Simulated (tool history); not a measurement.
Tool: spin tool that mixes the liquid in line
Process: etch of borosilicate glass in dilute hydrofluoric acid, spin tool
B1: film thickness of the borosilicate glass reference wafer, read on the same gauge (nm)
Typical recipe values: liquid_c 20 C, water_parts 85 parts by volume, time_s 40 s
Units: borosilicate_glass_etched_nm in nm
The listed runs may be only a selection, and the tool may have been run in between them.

run 1 hour=0 | liquid_c=20 water_parts=85 time_s=40 | B1=40 | borosilicate_glass_etched_nm=12.51
run 2 hour=20.1 | liquid_c=20 water_parts=85 time_s=40 | B1=39.99 | borosilicate_glass_etched_nm=12.39
run 3 hour=54 | liquid_c=20 water_parts=85 time_s=40 | B1=39.98 | borosilicate_glass_etched_nm=12.49
run 4 hour=67.8 | liquid_c=20 water_parts=85 time_s=40 | B1=40.01 | borosilicate_glass_etched_nm=12.34
run 5 hour=83.9 | liquid_c=20 water_parts=85 time_s=40 | B1=40.01 | borosilicate_glass_etched_nm=12.51
run 6 hour=101.2 | liquid_c=17.5 water_parts=85 time_s=40 | B1=39.97 | borosilicate_glass_etched_nm=11.38
run 7 hour=130.6 | liquid_c=17.5 water_parts=85 time_s=40 | B1=39.99 | borosilicate_glass_etched_nm=11.4
run 8 hour=165 | liquid_c=17.5 water_parts=85 time_s=40 | B1=40.01 | borosilicate_glass_etched_nm=11.4
run 9 hour=188.7 | liquid_c=20 water_parts=85 time_s=40 | B1=39.99 | borosilicate_glass_etched_nm=12.59
run 10 hour=223.9 | liquid_c=20 water_parts=85 time_s=40 | B1=40.02 | borosilicate_glass_etched_nm=12.57
run 11 hour=241.9 | liquid_c=20 water_parts=85 time_s=55 | B1=39.99 | borosilicate_glass_etched_nm=17.42
run 12 hour=267.1 | liquid_c=20 water_parts=85 time_s=40 | B1=40.02 | borosilicate_glass_etched_nm=12.53
run 13 hour=283.4 | liquid_c=20 water_parts=85 time_s=40 | B1=39.98 | borosilicate_glass_etched_nm=12.73
-- hour=292.1 hydrofluoric acid flow meter replaced
run 14 hour=297.6 | liquid_c=20 water_parts=85 time_s=40 | B1=39.99 | borosilicate_glass_etched_nm=14.23
run 15 hour=319.7 | liquid_c=18.5 water_parts=85 time_s=40 | B1=40 | borosilicate_glass_etched_nm=13.27
-- hour=345.6 gauge calibrated
run 16 hour=354.3 | liquid_c=18.5 water_parts=85 time_s=40 | B1=40.02 | borosilicate_glass_etched_nm=13.48
run 17 hour=374 | liquid_c=20 water_parts=85 time_s=40 | B1=39.99 | borosilicate_glass_etched_nm=14.34
run 18 hour=399.5 | liquid_c=23.5 water_parts=110 time_s=50 | B1=39.98 | borosilicate_glass_etched_nm=15.49
run 19 hour=427.4 | liquid_c=20 water_parts=85 time_s=40 | B1=39.97 | borosilicate_glass_etched_nm=14.26
run 20 hour=455.7 | liquid_c=20 water_parts=85 time_s=40 | B1=40.01 | borosilicate_glass_etched_nm=14.47
run 21 hour=490.9 | liquid_c=17 water_parts=100 time_s=55 | B1=39.98 | borosilicate_glass_etched_nm=14.62
run 22 hour=512.3 | liquid_c=20 water_parts=85 time_s=40 | B1=40.02 | borosilicate_glass_etched_nm=14.2
run 23 hour=526.6 | liquid_c=20 water_parts=85 time_s=40 | B1=39.99 | borosilicate_glass_etched_nm=14.3
run 24 hour=539.3 | liquid_c=18 water_parts=65 time_s=40 | B1=40 | borosilicate_glass_etched_nm=17.72
-- hour=546 thermometer replaced
run 25 hour=560.9 | liquid_c=23 water_parts=65 time_s=25 | B1=40 | borosilicate_glass_etched_nm=12.68
run 26 hour=588.3 | liquid_c=20 water_parts=85 time_s=45 | B1=39.97 | borosilicate_glass_etched_nm=14.98
run 27 hour=605.9 | liquid_c=20 water_parts=85 time_s=15 | B1=40.01 | borosilicate_glass_etched_nm=4.94
run 28 hour=636.2 | liquid_c=20 water_parts=120 time_s=45 | B1=40.01 | borosilicate_glass_etched_nm=10.12
run 29 hour=658.8 | liquid_c=25 water_parts=85 time_s=40 | B1=39.99 | borosilicate_glass_etched_nm=16.19
run 30 hour=686.5 | liquid_c=20 water_parts=50 time_s=55 | B1=40.02 | borosilicate_glass_etched_nm=32.27
run 31 hour=712.2 | liquid_c=20 water_parts=85 time_s=40 | B1=39.96 | borosilicate_glass_etched_nm=13.16
run 32 hour=740.4 | liquid_c=22 water_parts=120 time_s=40 | B1=40 | borosilicate_glass_etched_nm=9.76
run 33 hour=773.8 | liquid_c=17.5 water_parts=125 time_s=40 | B1=39.98 | borosilicate_glass_etched_nm=7.78

Some steps in borosilicate_glass_etched_nm between neighbouring runs. How much of each would the tool show without its hidden state too (settings, what came in, random variation), and how much is left for the hidden state, with any gauge scatter that isn't in both results?
What the log doesn't record here: liquid hotter than its thermometer reads (K); hydrofluoric acid flow below the setpoint (%); gauge reads high (%).
Run 13 -> 14: hydrofluoric acid flow meter replaced. borosilicate_glass_etched_nm +1.5 nm: hidden state +1.65, all else -0.15.
Run 23 -> 24: liquid_c 20 -> 18, water_parts 85 -> 65. borosilicate_glass_etched_nm +3.42 nm: hidden state +0.32, all else +3.1.
Run 24 -> 25: liquid_c 18 -> 23, time_s 40 -> 25, thermometer replaced. borosilicate_glass_etched_nm -5.04 nm: hidden state -1.47, all else -3.57.
Run 26 -> 27: time_s 45 -> 15. borosilicate_glass_etched_nm -10.04 nm: hidden state +0.08, all else -10.12.
Run 29 -> 30: liquid_c 25 -> 20, water_parts 85 -> 50, time_s 40 -> 55. borosilicate_glass_etched_nm +16.08 nm: hidden state +0.02, all else +16.06.
Run 30 -> 31: water_parts 50 -> 85, time_s 55 -> 40. borosilicate_glass_etched_nm -19.11 nm: hidden state +0.03, all else -19.14.

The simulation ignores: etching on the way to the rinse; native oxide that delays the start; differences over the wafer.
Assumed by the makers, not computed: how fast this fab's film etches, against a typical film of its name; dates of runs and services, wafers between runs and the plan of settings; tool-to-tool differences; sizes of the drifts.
